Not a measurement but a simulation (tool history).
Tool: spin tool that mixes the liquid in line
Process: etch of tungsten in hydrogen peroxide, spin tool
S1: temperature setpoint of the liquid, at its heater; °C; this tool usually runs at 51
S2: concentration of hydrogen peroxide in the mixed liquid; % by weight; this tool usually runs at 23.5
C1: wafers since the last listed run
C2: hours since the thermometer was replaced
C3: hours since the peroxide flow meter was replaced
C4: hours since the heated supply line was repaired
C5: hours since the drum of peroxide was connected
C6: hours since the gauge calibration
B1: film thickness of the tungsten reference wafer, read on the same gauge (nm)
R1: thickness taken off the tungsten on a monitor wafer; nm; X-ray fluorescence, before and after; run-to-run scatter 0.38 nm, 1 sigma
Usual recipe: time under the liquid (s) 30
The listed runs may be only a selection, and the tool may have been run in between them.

{"run": 1, "hour": 0.0, "S1": 51, "S2": 23.5, "time under the liquid (s)": 30, "C1": 0, "C2": 2364.2, "C3": 72.1, "C4": 588.7, "C5": 966.8, "C6": 57.6, "B1": 49.98, "R1": 40.47}
{"run": 2, "hour": 190.6, "S1": 51, "S2": 23.5, "time under the liquid (s)": 30, "C1": 1936, "C2": 2554.8, "C3": 262.7, "C4": 779.3, "C5": 1157.4, "C6": 248.2, "B1": 49.98, "R1": 40.66}
{"run": 3, "hour": 260.1, "S1": 51, "S2": 23.5, "time under the liquid (s)": 30, "C1": 706, "C2": 2624.3, "C3": 332.2, "C4": 848.8, "C5": 1226.9, "C6": 317.7, "B1": 50, "R1": 41.38}
{"run": 4, "hour": 303.7, "S1": 51, "S2": 23.5, "time under the liquid (s)": 30, "C1": 443, "C2": 2667.9, "C3": 375.8, "C4": 892.4, "C5": 1270.5, "C6": 361.3, "B1": 49.99, "R1": 41.11}
{"run": 5, "hour": 329.8, "S1": 57.5, "S2": 23.5, "time under the liquid (s)": 30, "C1": 265, "C2": 2694, "C3": 401.9, "C4": 918.5, "C5": 1296.6, "C6": 387.4, "B1": 50.01, "R1": 60.63}
{"hour": 356.5, "done": "peroxide flow meter replaced"}
{"run": 6, "hour": 373.2, "S1": 57.5, "S2": 23.5, "time under the liquid (s)": 30, "C1": 430, "C2": 2737.4, "C3": 16.7, "C4": 961.9, "C5": 1340, "C6": 430.8, "B1": 50.01, "R1": 57.11}
{"run": 7, "hour": 423.0, "S1": 57.5, "S2": 23.5, "time under the liquid (s)": 30, "C1": 506, "C2": 2787.2, "C3": 66.5, "C4": 1011.7, "C5": 1389.8, "C6": 480.6, "B1": 49.96, "R1": 57.88}

What does the tool deliver on the next run?
{"run": 8, "hour": 492.9, "S1": 51, "S2": 27, "time under the liquid (s)": 30, "C1": 710, "C2": 2857.1, "C3": 136.4, "C4": 1081.6, "C5": 1459.7, "C6": 550.5, "B1": "?", "R1": "?"}

B1: 50.01
R1: 42.03 nm
On a tool with no hidden condition, and with the same random variation, this run would have come out at R1 43.62 nm.
